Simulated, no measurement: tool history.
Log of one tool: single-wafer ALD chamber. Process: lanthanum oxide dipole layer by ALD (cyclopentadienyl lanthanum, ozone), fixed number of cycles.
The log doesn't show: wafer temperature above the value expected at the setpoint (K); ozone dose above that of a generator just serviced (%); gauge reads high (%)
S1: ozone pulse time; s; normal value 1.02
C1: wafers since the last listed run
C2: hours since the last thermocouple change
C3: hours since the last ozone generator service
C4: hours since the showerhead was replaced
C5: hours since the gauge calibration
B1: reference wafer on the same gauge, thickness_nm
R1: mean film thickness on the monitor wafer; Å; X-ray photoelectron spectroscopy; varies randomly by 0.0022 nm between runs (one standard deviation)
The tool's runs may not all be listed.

run,hour,S1,C1,C2,C3,C4,C5,B1,R1
1,0,0.78,0,2648.8,1894.6,2593.2,78.9,0.489,4.65
2,6,0.78,127,2654.8,1900.6,2599.2,84.9,0.489,4.64
3,19.7,0.72,291,2668.5,1914.3,2612.9,98.6,0.491,4.57
4,30.8,0.72,236,2679.6,1925.4,2624,109.7,0.49,4.57
5,36.8,1.02,127,2685.6,1931.4,2630,115.7,0.489,4.96
6,48.2,1.02,242,2697,1942.8,2641.4,127.1,0.489,4.93
7,62.2,1.33,298,2711,1956.8,2655.4,141.1,0.49,5.21
8,76.2,0.73,298,2725,1970.8,2669.4,155.1,0.491,4.62
9,91.4,0.73,323,2740.2,1986,2684.6,170.3,0.489,4.59
10,130.1,1.27,823,2778.9,2024.7,2723.3,209,0.491,5.13
11,141.6,1.27,244,2790.4,2036.2,2734.8,220.5,0.489,5.08
12,157.4,1.02,336,2806.2,2052,2750.6,236.3,0.49,4.93
13,169.9,1.02,266,2818.7,2064.5,2763.1,248.8,0.49,4.94
14,182.1,1.02,259,2830.9,2076.7,2775.3,261,0.489,4.94
15,188.4,0.7,134,2837.2,2083,2781.6,267.3,0.49,4.49
# hour 202.7: ozone generator serviced
# hour 211.9: thermocouple changed; heater temperature recalibrated
16,212.4,1.02,170,0.5,9.7,2805.6,291.3,0.49,4.94
17,216.1,0.87,78,4.2,13.4,2809.3,295,0.489,4.82
18,229.4,0.79,283,17.5,26.7,2822.6,308.3,0.49,4.63
19,242.2,1.25,272,30.3,39.5,2835.4,321.1,0.49,5.12
# hour 254.3: gauge calibrated
20,254.9,1.37,270,43,52.2,2848.1,0.6,0.491,5.23
# hour 264.9: showerhead replaced
21,270.3,1.31,157,58.4,67.6,5.4,16,0.49,5.15
22,276.3,0.91,127,64.4,73.6,11.4,22,0.49,4.81
23,290.8,1.02,308,78.9,88.1,25.9,36.5,0.49,4.93
24,298.8,1.02,170,86.9,96.1,33.9,44.5,0.49,4.9
25,306.2,0.66,157,94.3,103.5,41.3,51.9,0.49,4.47
26,323.9,0.8,376,112,121.2,59,69.6,0.489,4.68
27,332,1.23,172,120.1,129.3,67.1,77.7,0.489,5.08
28,341,0.76,191,129.1,138.3,76.1,86.7,0.49,4.62

Alternative continuations, all from the tool just after run 28; predict every row:
A,341.4,1.02,8,129.5,138.7,76.5,87.1,?,?
B,341.4,0.86,8,129.5,138.7,76.5,87.1,?,?
C,341.4,1.12,8,129.5,138.7,76.5,87.1,?,?
D,341.4,0.64,8,129.5,138.7,76.5,87.1,?,?
E,341.4,1.14,8,129.5,138.7,76.5,87.1,?,?

run,B1,R1
A,0.489,4.95
B,0.489,4.77
C,0.489,5.04
D,0.489,4.45
E,0.489,5.06
Without the tool's hidden state the same runs would have given:
run,R1
A,4.95
B,4.77
C,5.04
D,4.45
E,5.06
